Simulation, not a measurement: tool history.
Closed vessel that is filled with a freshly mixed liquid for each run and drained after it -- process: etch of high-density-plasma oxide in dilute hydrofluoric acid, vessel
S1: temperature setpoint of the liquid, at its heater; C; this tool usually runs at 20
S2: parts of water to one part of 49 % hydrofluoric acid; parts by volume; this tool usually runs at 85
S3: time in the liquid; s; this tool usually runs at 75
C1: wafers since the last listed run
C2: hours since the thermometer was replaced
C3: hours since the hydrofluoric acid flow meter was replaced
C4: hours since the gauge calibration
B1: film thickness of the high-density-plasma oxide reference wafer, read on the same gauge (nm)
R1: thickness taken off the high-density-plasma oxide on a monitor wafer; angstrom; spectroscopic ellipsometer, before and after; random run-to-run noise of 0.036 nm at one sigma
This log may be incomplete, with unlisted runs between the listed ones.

run	hour	S1	S2	S3	C1	C2	C3	C4	B1	R1
1	0	20	85	75	0	967	386.7	106.5	79.99	65.8
2	31.5	20	85	75	4287	998.5	418.2	138	80	65.2
3	63	20	85	75	4287	1030	449.7	169.5	80.03	65.8
4	90	20	85	75	3674	1057	476.7	196.5	79.96	65.7
5	113	20	85	75	3130	1080	499.7	219.5	79.95	65.4
6	133.8	18.5	85	75	2830	1100.8	520.5	240.3	80.02	61.6
# hour 147.1: hydrofluoric acid flow meter replaced
7	164.2	18.5	85	75	4001	1131.2	17.1	270.7	79.98	63.9
8	186.8	17.5	55	75	3075	1153.8	39.7	293.3	80	97.5
# hour 188.6: thermometer replaced
9	203.2	20	85	75	2095	14.6	56.1	309.7	79.98	68.4
# hour 219.6: gauge calibrated
10	224.8	23.5	105	110	2939	36.2	77.7	5.2	79.99	91.3
# hour 226.1: hydrofluoric acid flow meter replaced, repeated, since the last time left the tool worse
11	239	20	55	90	1796	50.4	12.9	19.4	79.97	120.3

Predict the results of run 12:
12	262.1	18.5	85	115	3143	73.5	36	42.5	?	?

Logged for run 12: B1 80, R1 91.9 angstrom.
The same run, on a tool lacking any hidden state, would have yielded R1 91.2 angstrom.
